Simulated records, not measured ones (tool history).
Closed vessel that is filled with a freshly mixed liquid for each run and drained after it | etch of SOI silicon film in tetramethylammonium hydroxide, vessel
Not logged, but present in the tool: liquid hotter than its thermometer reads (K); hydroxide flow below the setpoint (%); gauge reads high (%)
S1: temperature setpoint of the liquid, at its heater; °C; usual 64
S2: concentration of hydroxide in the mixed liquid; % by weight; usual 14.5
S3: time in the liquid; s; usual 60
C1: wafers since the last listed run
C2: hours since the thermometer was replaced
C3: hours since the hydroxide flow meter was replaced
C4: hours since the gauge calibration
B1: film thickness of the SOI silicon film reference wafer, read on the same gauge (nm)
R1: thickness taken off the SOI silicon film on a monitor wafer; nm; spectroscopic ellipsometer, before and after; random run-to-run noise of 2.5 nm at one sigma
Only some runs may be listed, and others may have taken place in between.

Run 1, day 0: usual settings; C1 0; C2 1199.3; C3 459.2; C4 546.7; B1 99.98. Result: R1 271.09 nm.
Run 2, day 1.042: usual settings; C1 2559; C2 1224.3; C3 484.2; C4 571.7; B1 99.98. Result: R1 274.04 nm.
Run 3, day 3.65: usual settings; C1 6409; C2 1286.9; C3 546.8; C4 634.3; B1 99.96. Result: R1 274.22 nm.
Run 4, day 6.271: usual settings; C1 6440; C2 1349.8; C3 609.7; C4 697.2; B1 100. Result: R1 275.01 nm.
Run 5, day 7.408: usual settings but S2 13.5 % by weight; C1 2795; C2 1377.1; C3 637; C4 724.5; B1 100.01. Result: R1 287.46 nm.
At day 8.533: gauge calibrated.
Run 6, day 10.996: usual settings but S2 13.5 % by weight; C1 8816; C2 1463.2; C3 723.1; C4 59.1; B1 100. Result: R1 285.95 nm.
Run 7, day 12.325: usual settings but S2 13.5 % by weight; C1 3266; C2 1495.1; C3 755; C4 91; B1 100.01. Result: R1 285.37 nm.
Run 8, day 13.671: usual settings but S1 58 °C; C1 3307; C2 1527.4; C3 787.3; C4 123.3; B1 99.95. Result: R1 194.09 nm.
Run 9, day 15.904: usual settings; C1 5488; C2 1581; C3 840.9; C4 176.9; B1 100.04. Result: R1 272.53 nm.
Run 10, day 17.325: usual settings; C1 3491; C2 1615.1; C3 875; C4 211; B1 100.01. Result: R1 281.87 nm.
Run 11, day 19.667: usual settings; C1 5754; C2 1671.3; C3 931.2; C4 267.2; B1 100.01. Result: R1 277.81 nm.
Run 12, day 22.612: usual settings but S1 71 °C; C1 7239; C2 1742; C3 1001.9; C4 337.9; B1 99.99. Result: R1 427.29 nm.
At day 23.967: hydroxide flow meter replaced.
Run 13, day 25.275: usual settings but S2 12 % by weight, S3 45 s; C1 6440; C2 1805.9; C3 31.4; C4 401.8; B1 99.99. Result: R1 216.01 nm.
At day 26.15: thermometer replaced.
Run 14, day 26.75: usual settings but S1 57 °C, S3 40 s; C1 3522; C2 14.4; C3 66.8; C4 437.2; B1 100.05. Result: R1 114.73 nm.
Run 15, day 29.071: usual settings but S1 58 °C; C1 5703; C2 70.1; C3 122.5; C4 492.9; B1 99.99. Result: R1 183.72 nm.
Run 16, day 31.096: usual settings but S2 11.5 % by weight; C1 4976; C2 118.7; C3 171.1; C4 541.5; B1 100. Result: R1 297.74 nm.
Run 17, day 32.658: usual settings; C1 3839; C2 156.2; C3 208.6; C4 579; B1 99.99. Result: R1 269.73 nm.
At day 33.133: gauge calibrated.
Run 18, day 34.708: usual settings but S2 11.5 % by weight; C1 5037; C2 205.4; C3 257.8; C4 37.8; B1 100. Result: R1 299.66 nm.
Run 19, day 36.012: usual settings but S1 61 °C, S3 30 s; C1 3204; C2 236.7; C3 289.1; C4 69.1; B1 99.98. Result: R1 111.84 nm.
Run 20, day 38.433: usual settings but S1 69 °C, S2 16 % by weight, S3 45 s; C1 5949; C2 294.8; C3 347.2; C4 127.2; B1 99.95. Result: R1 260.91 nm.

The next listed run, before its measurement:
Run 21, day 40.538: usual settings but S1 68 °C, S2 18.5 % by weight, S3 75 s; C1 5170; C2 345.3; C3 397.7; C4 177.7; B1 ?. Result: R1 ?.

B1: 100
R1: 389.19 nm
If the tool had no hidden condition, the same run with the same run-to-run variation would have returned R1 381.1 nm.
